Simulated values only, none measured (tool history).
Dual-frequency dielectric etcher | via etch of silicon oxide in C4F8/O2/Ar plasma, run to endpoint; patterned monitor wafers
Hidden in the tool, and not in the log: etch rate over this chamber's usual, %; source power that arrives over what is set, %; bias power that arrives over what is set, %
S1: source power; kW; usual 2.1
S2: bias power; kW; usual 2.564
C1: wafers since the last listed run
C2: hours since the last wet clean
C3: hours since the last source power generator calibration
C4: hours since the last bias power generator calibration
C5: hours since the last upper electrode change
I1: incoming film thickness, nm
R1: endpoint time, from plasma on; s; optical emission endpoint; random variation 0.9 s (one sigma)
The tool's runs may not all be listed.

run,hour,S1,S2,C1,C2,C3,C4,C5,I1,R1
1,0,2.1,2.564,0,405.1,3272.3,3691.6,2068.1,1303.4,245.4
2,46.7,2.1,2.564,203,451.8,3319,3738.3,2114.8,1307.1,247.4
# hour 138.5: wet clean of the chamber
3,144.7,1.94,2.386,322,6.2,3417,3836.3,2212.8,1301.8,260.1
4,248.5,2.1,2.564,452,110,3520.8,3940.1,2316.6,1315.3,246.3
5,298.9,2.1,2.564,219,160.4,3571.2,3990.5,2367,1295,242.1
6,384.1,1.97,2.835,371,245.6,3656.4,4075.7,2452.2,1312.3,245.9
# hour 404.6: source power generator calibrated
7,468.2,2.1,2.731,349,329.7,63.6,4159.8,2536.3,1301,240
8,511.7,2.1,2.731,189,373.2,107.1,4203.3,2579.8,1304.1,240.2
9,574.8,2.31,2.564,275,436.3,170.2,4266.4,2642.9,1311.2,236.6
# hour 599.2: upper electrode replaced
10,640.4,2.31,2.564,181,501.9,235.8,4332,41.2,1301.7,235.4
11,705.8,2.1,2.564,285,567.3,301.2,4397.4,106.6,1307.3,247.3
# hour 800.5: wet clean of the chamber
12,804.8,1.97,2.303,327,4.3,400.2,4496.4,205.6,1319.1,264.3

Run 13 comes next. What will it give?
# hour 868: bias power generator calibrated
13,876.4,2.1,2.564,294,75.9,471.8,8.4,277.2,1310.8,?

Run 13 gave R1 242.1 s.
Without the tool's hidden state the same run would have given R1 241.6 s.

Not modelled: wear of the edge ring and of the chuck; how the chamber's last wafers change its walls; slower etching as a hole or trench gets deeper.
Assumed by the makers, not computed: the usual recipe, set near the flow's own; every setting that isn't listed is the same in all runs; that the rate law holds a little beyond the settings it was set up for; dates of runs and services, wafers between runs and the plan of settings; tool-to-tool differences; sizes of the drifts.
